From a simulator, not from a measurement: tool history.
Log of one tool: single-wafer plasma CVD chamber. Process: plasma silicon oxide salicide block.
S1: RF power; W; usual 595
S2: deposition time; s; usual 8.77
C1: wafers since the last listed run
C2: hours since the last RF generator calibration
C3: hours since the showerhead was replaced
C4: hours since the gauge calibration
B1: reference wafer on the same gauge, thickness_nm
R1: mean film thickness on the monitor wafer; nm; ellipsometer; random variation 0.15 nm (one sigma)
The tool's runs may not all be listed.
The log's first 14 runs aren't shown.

run 15 hour=161.5 | S1=595 S2=8.77 | C1=265 C2=1515.2 C3=5402.4 C4=172.8 | B1=84.349 | R1=86.767
run 16 hour=174.9 | S1=595 S2=8.77 | C1=251 C2=1528.6 C3=5415.8 C4=186.2 | B1=84.353 | R1=86.524
run 17 hour=192.5 | S1=595 S2=8.77 | C1=330 C2=1546.2 C3=5433.4 C4=203.8 | B1=84.426 | R1=86.382
-- hour=201 showerhead replaced
run 18 hour=208.1 | S1=595 S2=8.77 | C1=142 C2=1561.8 C3=7.1 C4=219.4 | B1=84.359 | R1=86.542
run 19 hour=220.9 | S1=595 S2=8.77 | C1=240 C2=1574.6 C3=19.9 C4=232.2 | B1=84.37 | R1=86.362
run 20 hour=229.1 | S1=595 S2=8.77 | C1=154 C2=1582.8 C3=28.1 C4=240.4 | B1=84.351 | R1=86.265
run 21 hour=242.9 | S1=595 S2=8.77 | C1=259 C2=1596.6 C3=41.9 C4=254.2 | B1=84.386 | R1=86.683
run 22 hour=252 | S1=685 S2=9.25 | C1=171 C2=1605.7 C3=51 C4=263.3 | B1=84.376 | R1=94.931

The next listed run, before its measurement:
run 23 hour=269.4 | S1=685 S2=7.09 | C1=327 C2=1623.1 C3=68.4 C4=280.7 | B1=? | R1=?

Run 23 gave B1 84.411, R1 72.613 nm.
Without the tool's hidden state the same run would have given R1 74.505 nm.

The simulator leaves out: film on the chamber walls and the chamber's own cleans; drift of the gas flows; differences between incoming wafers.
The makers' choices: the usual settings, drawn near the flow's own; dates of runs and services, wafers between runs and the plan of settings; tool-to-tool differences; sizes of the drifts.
